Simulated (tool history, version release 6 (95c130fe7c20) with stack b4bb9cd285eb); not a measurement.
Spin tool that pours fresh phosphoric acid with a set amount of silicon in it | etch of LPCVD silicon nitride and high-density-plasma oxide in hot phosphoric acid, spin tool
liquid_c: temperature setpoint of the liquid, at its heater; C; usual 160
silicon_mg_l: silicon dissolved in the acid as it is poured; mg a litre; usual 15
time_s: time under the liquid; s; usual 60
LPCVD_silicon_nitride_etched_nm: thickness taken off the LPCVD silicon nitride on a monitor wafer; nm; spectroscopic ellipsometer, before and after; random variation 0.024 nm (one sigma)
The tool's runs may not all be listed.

run    hour  liquid_c  silicon_mg_l  time_s  read-back film thickness of the LPCVD silicon nitride reference wafer, read on the same gauge (nm)  LPCVD_silicon_nitride_etched_nm
  1       0       160            22      60                                                                                                  30                             6.03
  2    38.5       160            15      60                                                                                               30.01                                6
  3    78.2       160            15      60                                                                                               30.02                             5.96
       94.8  -- dissolved silicon flow meter replaced
  4   136.8       160            15      60                                                                                               29.98                             5.97
  5   186.1       160            15      60                                                                                               30.01                             5.96
  6   252.9       160            15      60                                                                                               30.02                             5.99
  7   346.4       158           6.5      60                                                                                               30.02                              5.6
      407.5  -- heated supply line repaired
  8   581.3       160            15      60                                                                                               30.01                             5.98
  9   881.6     162.5            15      50                                                                                               29.98                             5.39
      887.1  -- gauge calibrated
      959.6  -- dissolved silicon flow meter replaced
 10   980.2       160            15      60                                                                                               29.99                             5.98
 11  1048.2       160            15      50                                                                                               30.02                             4.97
 12  1122.2       160            15      80                                                                                               29.97                             7.97
 13  1197.9       163           6.5      40                                                                                               30.02                             4.41
 14    1284       160            15      60                                                                                               29.99                             5.93
     1367.2  -- thermometer replaced
 15  1372.4       160            15      60                                                                                               30.01                             6.01
 16  1466.3       158          24.5      75                                                                                               30.02                             7.01
 17  1540.5     162.5          25.5      70                                                                                               30.01                             7.61
 18  1643.6     161.5            15      85                                                                                               29.98                             8.87
       1682  -- dissolved silicon flow meter replaced
 19  1757.7     158.5            15      60                                                                                               29.97                             5.71
 20  1801.6     162.5          19.5      50                                                                                               30.01                             5.39
 21  1880.3       160            11      60                                                                                               30.03                             5.99

4 ways to go on from here, each from the tool as it stands after run 21. What would each give?
  A  1880.7       160           5.5      60                                                                                                   ?                                ?
  B  1880.7     157.5            11      40                                                                                                   ?                                ?
  C  1880.7       162             4      60                                                                                                   ?                                ?
  D  1880.7       160            27      90                                                                                                   ?                                ?

run  read-back film thickness of the LPCVD silicon nitride reference wafer, read on the same gauge (nm)  LPCVD_silicon_nitride_etched_nm
  A                                                                                               29.96                             5.98
  B                                                                                               29.96                             3.66
  C                                                                                               29.96                             6.39
  D                                                                                               29.96                             8.97
Without the tool's hidden state the same runs would have given:
run  LPCVD_silicon_nitride_etched_nm
  A                             5.98
  B                             3.66
  C                             6.39
  D                             8.97
